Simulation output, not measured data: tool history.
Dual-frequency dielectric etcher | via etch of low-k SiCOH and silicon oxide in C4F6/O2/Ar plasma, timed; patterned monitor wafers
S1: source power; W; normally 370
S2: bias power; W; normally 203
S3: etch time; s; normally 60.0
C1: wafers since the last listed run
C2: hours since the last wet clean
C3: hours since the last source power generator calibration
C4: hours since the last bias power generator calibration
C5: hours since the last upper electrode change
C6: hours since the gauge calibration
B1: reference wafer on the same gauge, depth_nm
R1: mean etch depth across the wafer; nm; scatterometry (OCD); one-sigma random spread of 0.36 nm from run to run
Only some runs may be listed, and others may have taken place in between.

{"run": 1, "day": 0.0, "S1": 330, "S2": 203, "S3": 60.0, "C1": 0, "C2": 27.0, "C3": 2220.0, "C4": 4759.1, "C5": 4489.3, "C6": 512.2, "B1": 153.9, "R1": 150.0}
{"run": 2, "day": 1.175, "S1": 330, "S2": 203, "S3": 60.0, "C1": 356, "C2": 55.2, "C3": 2248.2, "C4": 4787.3, "C5": 4517.5, "C6": 540.4, "B1": 154.1, "R1": 149.2}
{"run": 3, "day": 2.704, "S1": 330, "S2": 203, "S3": 60.0, "C1": 463, "C2": 91.9, "C3": 2284.9, "C4": 4824.0, "C5": 4554.2, "C6": 577.1, "B1": 153.9, "R1": 149.6}
{"run": 4, "day": 4.283, "S1": 400, "S2": 203, "S3": 60.0, "C1": 478, "C2": 129.8, "C3": 2322.8, "C4": 4861.9, "C5": 4592.1, "C6": 615.0, "B1": 154.0, "R1": 161.9}
{"run": 5, "day": 7.171, "S1": 400, "S2": 203, "S3": 60.0, "C1": 874, "C2": 199.1, "C3": 2392.1, "C4": 4931.2, "C5": 4661.4, "C6": 684.3, "B1": 154.0, "R1": 161.9}
{"run": 6, "day": 9.379, "S1": 370, "S2": 234, "S3": 50.5, "C1": 669, "C2": 252.1, "C3": 2445.1, "C4": 4984.2, "C5": 4714.4, "C6": 737.3, "B1": 154.0, "R1": 136.1}
{"run": 7, "day": 12.008, "S1": 370, "S2": 234, "S3": 50.5, "C1": 796, "C2": 315.2, "C3": 2508.2, "C4": 5047.3, "C5": 4777.5, "C6": 800.4, "B1": 154.2, "R1": 136.5}
{"run": 8, "day": 13.842, "S1": 370, "S2": 203, "S3": 60.0, "C1": 555, "C2": 359.2, "C3": 2552.2, "C4": 5091.3, "C5": 4821.5, "C6": 844.4, "B1": 154.0, "R1": 157.3}
{"day": 16.154, "done": "upper electrode replaced"}
{"run": 9, "day": 16.175, "S1": 440, "S2": 203, "S3": 60.0, "C1": 404, "C2": 415.2, "C3": 2608.2, "C4": 5147.3, "C5": 0.5, "C6": 900.4, "B1": 153.9, "R1": 167.5}
{"day": 16.433, "done": "bias power generator calibrated"}
{"day": 16.471, "done": "gauge calibrated"}
{"run": 10, "day": 17.154, "S1": 340, "S2": 203, "S3": 60.0, "C1": 246, "C2": 438.7, "C3": 2631.7, "C4": 17.3, "C5": 24.0, "C6": 16.4, "B1": 154.1, "R1": 152.8}
{"run": 11, "day": 19.071, "S1": 340, "S2": 203, "S3": 60.0, "C1": 580, "C2": 484.7, "C3": 2677.7, "C4": 63.3, "C5": 70.0, "C6": 62.4, "B1": 153.9, "R1": 152.9}
{"run": 12, "day": 21.012, "S1": 370, "S2": 203, "S3": 60.0, "C1": 588, "C2": 531.3, "C3": 2724.3, "C4": 109.9, "C5": 116.6, "C6": 109.0, "B1": 154.0, "R1": 157.7}
{"run": 13, "day": 23.608, "S1": 370, "S2": 159, "S3": 53.0, "C1": 786, "C2": 593.6, "C3": 2786.6, "C4": 172.2, "C5": 178.9, "C6": 171.3, "B1": 153.9, "R1": 132.9}
{"run": 14, "day": 24.988, "S1": 370, "S2": 159, "S3": 53.0, "C1": 417, "C2": 626.7, "C3": 2819.7, "C4": 205.3, "C5": 212.0, "C6": 204.4, "B1": 153.9, "R1": 132.9}
{"day": 26.483, "done": "wet clean of the chamber"}
{"run": 15, "day": 27.125, "S1": 280, "S2": 254, "S3": 60.0, "C1": 344, "C2": 15.4, "C3": 2871.0, "C4": 256.6, "C5": 263.3, "C6": 255.7, "B1": 154.1, "R1": 148.4}
{"day": 28.262, "done": "source power generator calibrated"}
{"run": 16, "day": 29.058, "S1": 430, "S2": 203, "S3": 60.0, "C1": 535, "C2": 61.8, "C3": 19.1, "C4": 303.0, "C5": 309.7, "C6": 302.1, "B1": 154.0, "R1": 165.1}
{"run": 17, "day": 30.838, "S1": 370, "S2": 203, "S3": 60.0, "C1": 539, "C2": 104.5, "C3": 61.8, "C4": 345.7, "C5": 352.4, "C6": 344.8, "B1": 154.0, "R1": 156.8}
{"run": 18, "day": 32.412, "S1": 370, "S2": 252, "S3": 51.0, "C1": 477, "C2": 142.3, "C3": 99.6, "C4": 383.5, "C5": 390.2, "C6": 382.6, "B1": 154.0, "R1": 139.0}
{"run": 19, "day": 34.45, "S1": 440, "S2": 219, "S3": 72.5, "C1": 617, "C2": 191.2, "C3": 148.5, "C4": 432.4, "C5": 439.1, "C6": 431.5, "B1": 154.0, "R1": 204.8}
{"run": 20, "day": 36.788, "S1": 300, "S2": 203, "S3": 60.0, "C1": 708, "C2": 247.3, "C3": 204.6, "C4": 488.5, "C5": 495.2, "C6": 487.6, "B1": 154.1, "R1": 145.7}
{"run": 21, "day": 37.888, "S1": 370, "S2": 203, "S3": 60.0, "C1": 333, "C2": 273.7, "C3": 231.0, "C4": 514.9, "C5": 521.6, "C6": 514.0, "B1": 154.0, "R1": 156.6}
{"run": 22, "day": 42.954, "S1": 420, "S2": 241, "S3": 71.0, "C1": 1535, "C2": 395.3, "C3": 352.6, "C4": 636.5, "C5": 643.2, "C6": 635.6, "B1": 153.8, "R1": 202.6}
{"run": 23, "day": 44.208, "S1": 300, "S2": 160, "S3": 72.5, "C1": 380, "C2": 425.4, "C3": 382.7, "C4": 666.6, "C5": 673.3, "C6": 665.7, "B1": 154.0, "R1": 167.9}

Branching from run 23: 3 alternative next runs. What would each branch give?
{"run": "A", "day": 44.225, "S1": 450, "S2": 203, "S3": 60.0, "C1": 5, "C2": 425.8, "C3": 383.1, "C4": 667.0, "C5": 673.7, "C6": 666.1, "B1": "?", "R1": "?"}
{"run": "B", "day": 44.225, "S1": 290, "S2": 171, "S3": 60.0, "C1": 5, "C2": 425.8, "C3": 383.1, "C4": 667.0, "C5": 673.7, "C6": 666.1, "B1": "?", "R1": "?"}
{"run": "C", "day": 44.225, "S1": 410, "S2": 221, "S3": 45.0, "C1": 5, "C2": 425.8, "C3": 383.1, "C4": 667.0, "C5": 673.7, "C6": 666.1, "B1": "?", "R1": "?"}

run=A B1=154.0 R1=169.4
run=B B1=154.0 R1=139.3
run=C B1=154.0 R1=124.9
With the hidden condition removed and each run's random variation left untouched, the same runs would have given:
run=A R1=168.1
run=B R1=138.1
run=C R1=123.9

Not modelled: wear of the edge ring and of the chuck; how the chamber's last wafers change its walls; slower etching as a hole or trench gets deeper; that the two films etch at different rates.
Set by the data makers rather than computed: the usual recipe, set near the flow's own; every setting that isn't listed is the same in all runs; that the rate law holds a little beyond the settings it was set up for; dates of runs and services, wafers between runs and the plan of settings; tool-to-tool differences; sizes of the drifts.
